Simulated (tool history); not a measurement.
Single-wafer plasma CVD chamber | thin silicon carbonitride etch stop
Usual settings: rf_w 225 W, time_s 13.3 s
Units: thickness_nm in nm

run   hour  rf_w  time_s  wafers since the last listed run  hours since the last thermocouple change  hours since the last RF generator calibration  hours since the showerhead was replaced  hours since the gauge calibration  read-back reference wafer on the same gauge, thickness_nm  thickness_nm
  1    0.0   225    11.4                                 0                                    1236.2                                         1343.5                                   6429.6                              108.6                                                      8.451         6.810
  2   50.6   225    11.4                              1440                                    1286.8                                         1394.1                                   6480.2                              159.2                                                      8.451         6.771
  3   61.5   225    13.3                               310                                    1297.7                                         1405.0                                   6491.1                              170.1                                                      8.452         7.920
  4   73.1   225    13.3                               330                                    1309.3                                         1416.6                                   6502.7                              181.7                                                      8.449         7.914
      81.7  -- thermocouple changed; heater temperature recalibrated
  5   88.9   225    15.4                               221                                       7.2                                         1432.4                                   6518.5                              197.5                                                      8.449         9.167
  6   99.2   225    15.4                               293                                      17.5                                         1442.7                                   6528.8                              207.8                                                      8.453         9.133
  7  105.7   225    11.7                               184                                      24.0                                         1449.2                                   6535.3                              214.3                                                      8.453         6.939
  8  118.1   225    13.3                               352                                      36.4                                         1461.6                                   6547.7                              226.7                                                      8.450         7.871
     120.5  -- gauge calibrated
  9  131.4   225    11.8                               378                                      49.7                                         1474.9                                   6561.0                               10.9                                                      8.450         6.995
 10  142.6   225    13.3                               318                                      60.9                                         1486.1                                   6572.2                               22.1                                                      8.452         7.862
 11  150.3   215    12.2                               219                                      68.6                                         1493.8                                   6579.9                               29.8                                                      8.447         7.123
 12  159.1   260    15.8                               250                                      77.4                                         1502.6                                   6588.7                               38.6                                                      8.451         9.876
 13  175.7   225    15.3                               472                                      94.0                                         1519.2                                   6605.3                               55.2                                                      8.450         9.044
     190.6  -- showerhead replaced
     198.4  -- RF generator calibrated
 14  198.9   225    12.3                               209                                     117.2                                            0.5                                      8.3                               78.4                                                      8.449         7.568
 15  206.3   270    13.3                               210                                     124.6                                            7.9                                     15.7                               85.8                                                      8.450         8.763
 16  214.1   260    15.8                               221                                     132.4                                           15.7                                     23.5                               93.6                                                      8.450        10.252
 17  227.7   225    14.4                               387                                     146.0                                           29.3                                     37.1                              107.2                                                      8.451         8.867
 18  237.7   210    15.7                               284                                     156.0                                           39.3                                     47.1                              117.2                                                      8.448         9.440
 19  248.1   225    13.3                               295                                     166.4                                           49.7                                     57.5                              127.6                                                      8.449         8.199
 20  256.5   270    13.3                               239                                     174.8                                           58.1                                     65.9                              136.0                                                      8.451         8.754
 21  265.8   195    11.4                               264                                     184.1                                           67.4                                     75.2                              145.3                                                      8.450         6.679

3 ways to go on from here, each from the tool as it stands after run 21. What would each give?
  A  266.2   200    13.3                                11                                     184.5                                           67.8                                     75.6                              145.7                                                          ?             ?
  B  266.2   225    11.2                                11                                     184.5                                           67.8                                     75.6                              145.7                                                          ?             ?
  C  266.2   200    10.8                                11                                     184.5                                           67.8                                     75.6                              145.7                                                          ?             ?

run  read-back reference wafer on the same gauge, thickness_nm  thickness_nm
  A                                                      8.450         7.855
  B                                                      8.450         6.909
  C                                                      8.450         6.379
Without the tool's hidden state the same runs would have given:
run  thickness_nm
  A         7.873
  B         6.925
  C         6.393

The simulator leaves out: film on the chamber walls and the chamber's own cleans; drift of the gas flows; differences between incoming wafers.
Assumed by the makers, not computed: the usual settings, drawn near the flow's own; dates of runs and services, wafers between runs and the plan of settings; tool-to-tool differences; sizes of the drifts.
